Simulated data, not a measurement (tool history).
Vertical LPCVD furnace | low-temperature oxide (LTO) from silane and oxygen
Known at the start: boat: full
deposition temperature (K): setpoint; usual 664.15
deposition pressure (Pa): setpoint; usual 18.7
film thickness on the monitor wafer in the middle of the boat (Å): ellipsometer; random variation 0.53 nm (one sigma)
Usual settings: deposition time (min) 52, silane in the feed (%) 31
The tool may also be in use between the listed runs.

run,hour,deposition temperature (K),deposition pressure (Pa),deposition time (min),silane in the feed (%),wafers since the last listed run,hours since the last temperature calibration,hours since the pressure gauge was zeroed,hours since the silane flow controller was replaced,hours since the gauge calibration,"read-back reference wafer on the same gauge, thickness",film thickness on the monitor wafer in the middle of the boat (Å)
1,0,664.15,18.7,52,31,0,5140.1,2245.8,7039.8,456.3,194.8,2016.6
2,13.4,664.15,18.7,52,31,212,5153.5,2259.2,7053.2,469.7,195.17,2021.2
3,30.1,664.15,18.7,52,31,264,5170.2,2275.9,7069.9,486.4,195.04,2006.6
4,44.9,664.15,18.7,64.5,31,234,5185,2290.7,7084.7,501.2,194.95,2507.4
5,54.5,664.15,18.7,52,31,151,5194.6,2300.3,7094.3,510.8,195.08,2023.2
6,71.7,664.15,18.7,52,31,272,5211.8,2317.5,7111.5,528,195.02,2020.3
7,79.6,655.15,18.7,65.5,31,125,5219.7,2325.4,7119.4,535.9,194.96,2283.4
8,87.1,664.15,18.7,52,26,118,5227.2,2332.9,7126.9,543.4,195.05,1543.3
# hour 117.1: thermocouples replaced and temperature profile calibrated
9,117.6,652.15,18.7,43,35,102,0.5,2363.4,7157.4,573.9,195.04,1713.9
10,121.4,658.15,18.7,52,26,60,4.3,2367.2,7161.2,577.7,195.03,1427.7
11,125.2,669.15,16,52,34,60,8.1,2371,7165,581.5,194.97,2118.2
12,129.1,664.15,18.7,52,31,61,12,2374.9,7168.9,585.4,195,2019.4
13,136.4,657.15,14.7,52,31,115,19.3,2382.2,7176.2,592.7,194.84,1479
# hour 161.6: pressure gauge zeroed
# hour 171.7: gauge calibrated
# hour 174.3: silane flow controller replaced
14,174.8,674.15,18.7,52,29,26,57.7,13.2,0.5,3.1,195.05,1965.5
15,178.7,664.15,18.7,52,31,61,61.6,17.1,4.4,7,194.87,1911.5
16,182.5,664.15,18.7,34,31,60,65.4,20.9,8.2,10.8,195.08,1249.3
17,186.3,660.15,20,67,36,60,69.2,24.7,12,14.6,195.04,3111.2
18,196.6,657.15,16.7,46.5,29,162,79.5,35,22.3,24.9,195.07,1261.7
19,209.4,654.15,18.7,52,31,202,92.3,47.8,35.1,37.7,194.95,1699.9
20,227.1,664.15,18.7,69,31,280,110,65.5,52.8,55.4,194.89,2540.7
21,237.6,655.15,14.7,63,35,166,120.5,76,63.3,65.9,194.9,1940.7
22,245.1,672.15,16,59,31,118,128,83.5,70.8,73.4,194.97,2065.6
23,256.8,664.15,18.7,52,31,185,139.7,95.2,82.5,85.1,194.93,1916.9
24,272,655.15,18.7,65.5,31,240,154.9,110.4,97.7,100.3,194.83,2168.2
25,289.9,655.15,14.7,63,35,283,172.8,128.3,115.6,118.2,195.14,1948.1
26,304.5,664.15,18.7,33.5,31,231,187.4,142.9,130.2,132.8,194.98,1244.3
27,316.4,664.15,18.7,52,31,188,199.3,154.8,142.1,144.7,194.77,1917.5
28,326.1,664.15,15.3,66.5,26,153,209,164.5,151.8,154.4,194.95,1543.9
29,332.1,671.15,22,52,31,94,215,170.5,157.8,160.4,194.93,2477.8
30,367.5,670.15,18.7,52,31,560,250.4,205.9,193.2,195.8,195.08,2070.7
31,384,657.15,18.7,52,34,261,266.9,222.4,209.7,212.3,194.9,2029.1

Hidden state or all else? Some run-to-run changes of film thickness on the monitor wafer in the middle of the boat (Å), split into what the settings, what came in and random variation would give without the hidden state, and what is left for the hidden state (with any gauge scatter that isn't in both results):
The hidden state here: true tube temperature minus thermocouple reading, K; true pressure minus gauge reading, mTorr; deviation of the silane flow from its setpoint, %; gauge reads high (%).
Run 7 -> 8: deposition temperature (K) 655.15 -> 664.15, deposition time (min) 65.5 -> 52, silane in the feed (%) 31 -> 26. film thickness on the monitor wafer in the middle of the boat (Å) -740.1: hidden state -35.9, all else -704.2.
Run 10 -> 11: deposition temperature (K) 658.15 -> 669.15, deposition pressure (Pa) 18.7 -> 16, silane in the feed (%) 26 -> 34. film thickness on the monitor wafer in the middle of the boat (Å) +690.5: hidden state +51.1, all else +639.4.
Run 13 -> 14: deposition temperature (K) 657.15 -> 674.15, deposition pressure (Pa) 14.7 -> 18.7, silane in the feed (%) 31 -> 29, pressure gauge zeroed, gauge calibrated, silane flow controller replaced. film thickness on the monitor wafer in the middle of the boat (Å) +486.5: hidden state -98.9, all else +585.4.
Run 16 -> 17: deposition temperature (K) 664.15 -> 660.15, deposition pressure (Pa) 18.7 -> 20, deposition time (min) 34 -> 67, silane in the feed (%) 31 -> 36. film thickness on the monitor wafer in the middle of the boat (Å) +1861.9: hidden state -4.4, all else +1866.3.
Run 17 -> 18: deposition temperature (K) 660.15 -> 657.15, deposition pressure (Pa) 20 -> 16.7, deposition time (min) 67 -> 46.5, silane in the feed (%) 36 -> 29. film thickness on the monitor wafer in the middle of the boat (Å) -1849.5: hidden state +4.4, all else -1853.9.
Run 28 -> 29: deposition temperature (K) 664.15 -> 671.15, deposition pressure (Pa) 15.3 -> 22, deposition time (min) 66.5 -> 52, silane in the feed (%) 26 -> 31. film thickness on the monitor wafer in the middle of the boat (Å) +933.9: hidden state +0.5, all else +933.4.
